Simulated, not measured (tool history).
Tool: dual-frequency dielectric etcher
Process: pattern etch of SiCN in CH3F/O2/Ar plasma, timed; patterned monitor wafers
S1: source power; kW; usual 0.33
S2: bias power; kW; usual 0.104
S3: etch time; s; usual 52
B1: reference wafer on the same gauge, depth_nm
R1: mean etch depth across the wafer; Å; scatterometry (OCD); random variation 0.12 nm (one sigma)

{"run": 1, "hour": 0.0, "S1": 0.33, "S2": 0.104, "S3": 52, "B1": 18.21, "R1": 202.8}
{"run": 2, "hour": 24.7, "S1": 0.33, "S2": 0.104, "S3": 52, "B1": 18.19, "R1": 198.4}
{"run": 3, "hour": 40.1, "S1": 0.33, "S2": 0.104, "S3": 52, "B1": 18.21, "R1": 202.3}
{"run": 4, "hour": 67.2, "S1": 0.33, "S2": 0.104, "S3": 52, "B1": 18.22, "R1": 200.3}
{"run": 5, "hour": 94.8, "S1": 0.33, "S2": 0.104, "S3": 52, "B1": 18.21, "R1": 197}
{"run": 6, "hour": 128.1, "S1": 0.33, "S2": 0.104, "S3": 52, "B1": 18.19, "R1": 200.2}
{"run": 7, "hour": 145.1, "S1": 0.33, "S2": 0.104, "S3": 52, "B1": 18.17, "R1": 198.6}
{"run": 8, "hour": 173.7, "S1": 0.33, "S2": 0.104, "S3": 52, "B1": 18.22, "R1": 199.1}
{"hour": 219.1, "done": "source power generator calibrated"}
{"run": 9, "hour": 266.3, "S1": 0.33, "S2": 0.104, "S3": 52, "B1": 18.2, "R1": 195.3}
{"run": 10, "hour": 292.9, "S1": 0.33, "S2": 0.123, "S3": 52, "B1": 18.21, "R1": 208.5}
{"hour": 327.3, "done": "wet clean of the chamber"}
{"run": 11, "hour": 327.8, "S1": 0.33, "S2": 0.123, "S3": 52, "B1": 18.2, "R1": 218.7}
{"hour": 350.3, "done": "gauge calibrated"}
{"run": 12, "hour": 350.4, "S1": 0.33, "S2": 0.104, "S3": 52, "B1": 18.2, "R1": 202.1}
{"run": 13, "hour": 364.2, "S1": 0.33, "S2": 0.104, "S3": 52, "B1": 18.2, "R1": 204}
{"hour": 381.1, "done": "bias power generator calibrated"}
{"run": 14, "hour": 389.3, "S1": 0.37, "S2": 0.112, "S3": 52, "B1": 18.19, "R1": 220.1}
{"run": 15, "hour": 413.9, "S1": 0.26, "S2": 0.094, "S3": 48, "B1": 18.2, "R1": 166.1}
{"hour": 445.4, "done": "upper electrode replaced"}
{"run": 16, "hour": 445.9, "S1": 0.39, "S2": 0.104, "S3": 58, "B1": 18.21, "R1": 239.3}
{"run": 17, "hour": 447.7, "S1": 0.39, "S2": 0.116, "S3": 52, "B1": 18.2, "R1": 222.7}
{"run": 18, "hour": 512.9, "S1": 0.33, "S2": 0.115, "S3": 45.5, "B1": 18.21, "R1": 183}
{"run": 19, "hour": 529.7, "S1": 0.41, "S2": 0.082, "S3": 64.5, "B1": 18.2, "R1": 245.1}
{"run": 20, "hour": 545.0, "S1": 0.33, "S2": 0.104, "S3": 52, "B1": 18.21, "R1": 202.6}
{"run": 21, "hour": 561.8, "S1": 0.33, "S2": 0.104, "S3": 52, "B1": 18.19, "R1": 201.6}
{"run": 22, "hour": 586.9, "S1": 0.37, "S2": 0.104, "S3": 52, "B1": 18.2, "R1": 208}
{"run": 23, "hour": 610.0, "S1": 0.33, "S2": 0.104, "S3": 52, "B1": 18.21, "R1": 199.4}
{"run": 24, "hour": 631.7, "S1": 0.39, "S2": 0.104, "S3": 43.5, "B1": 18.21, "R1": 175.7}
{"run": 25, "hour": 658.1, "S1": 0.33, "S2": 0.104, "S3": 52, "B1": 18.19, "R1": 199.5}
{"run": 26, "hour": 683.2, "S1": 0.39, "S2": 0.113, "S3": 52, "B1": 18.21, "R1": 217.2}
{"run": 27, "hour": 699.0, "S1": 0.27, "S2": 0.124, "S3": 56, "B1": 18.19, "R1": 215}

Forecast each of these 4 alternatives for the next run:
{"run": "A", "hour": 699.4, "S1": 0.33, "S2": 0.104, "S3": 52, "B1": "?", "R1": "?"}
{"run": "B", "hour": 699.4, "S1": 0.33, "S2": 0.104, "S3": 59.5, "B1": "?", "R1": "?"}
{"run": "C", "hour": 699.4, "S1": 0.39, "S2": 0.078, "S3": 43, "B1": "?", "R1": "?"}
{"run": "D", "hour": 699.4, "S1": 0.38, "S2": 0.126, "S3": 37, "B1": "?", "R1": "?"}

run=A B1=18.22 R1=198.2
run=B B1=18.22 R1=226.8
run=C B1=18.22 R1=155.5
run=D B1=18.22 R1=159
Without the tool's hidden state the same runs would have given:
run=A R1=204.2
run=B R1=233.7
run=C R1=160.2
run=D R1=163.9
